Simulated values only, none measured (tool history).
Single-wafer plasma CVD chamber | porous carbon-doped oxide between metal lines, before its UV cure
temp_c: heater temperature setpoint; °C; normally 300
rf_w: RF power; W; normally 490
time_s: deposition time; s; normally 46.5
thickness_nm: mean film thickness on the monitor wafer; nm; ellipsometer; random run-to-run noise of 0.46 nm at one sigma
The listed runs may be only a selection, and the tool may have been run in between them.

run   hour  temp_c  rf_w  time_s  read-back reference wafer on the same gauge, thickness_nm  thickness_nm
  1      0     300   490    46.5                                                    245.186       233.587
  2   14.2     300   490    46.5                                                    245.002       233.101
  3   31.8     300   490    46.5                                                      244.9       233.356
      35.9  -- gauge calibrated
  4   43.1     300   490    46.5                                                    245.155       233.002
  5   58.4     300   490    46.5                                                    244.809       233.162
  6     66     300   490    53.2                                                    244.941       265.827
  7   79.1     300   490    53.2                                                    244.964       265.563
  8   88.1     311   490    46.5                                                    245.174       221.356
  9    105     311   490    46.5                                                    245.234       221.361
 10  116.2     292   490    42.1                                                    245.089       219.381
 11  129.1     300   560      41                                                    245.096       215.444
     141.6  -- showerhead replaced
 12  142.1     286   390    41.8                                                    244.903       208.855
 13  146.2     286   390    41.8                                                    244.967       209.058
     158.5  -- RF generator calibrated
 14    159     291   545    51.9                                                    245.261        281.93
     174.1  -- thermocouple changed; heater temperature recalibrated
 15  185.3     309   430    52.1                                                    244.951       241.995
 16  195.6     300   490    46.5                                                    245.018        236.59
 17  208.7     293   490    46.5                                                        245       244.617
 18    217     300   490    46.5                                                    244.872       235.686
 19  233.3     300   490    46.5                                                    244.875       236.411
 20  249.7     292   425      42                                                     245.11       212.593
 21  264.8     300   415    53.4                                                    244.984       255.667
 22  275.9     304   550    46.5                                                    244.877       240.487
 23  282.6     300   570    49.7                                                    244.989       266.435
 24  300.4     292   560    46.5                                                    245.114       258.547

Estimate the outcome of run 25 from the log above:
 25   322     300   490    46.5                                                          ?             ?

{"run 25": {"read-back reference wafer on the same gauge, thickness_nm": 244.825, "thickness_nm": 236.417}}
Take away the tool's hidden state, keep the run-to-run variation as it was, and the same run would have given thickness_nm 237.533 nm.
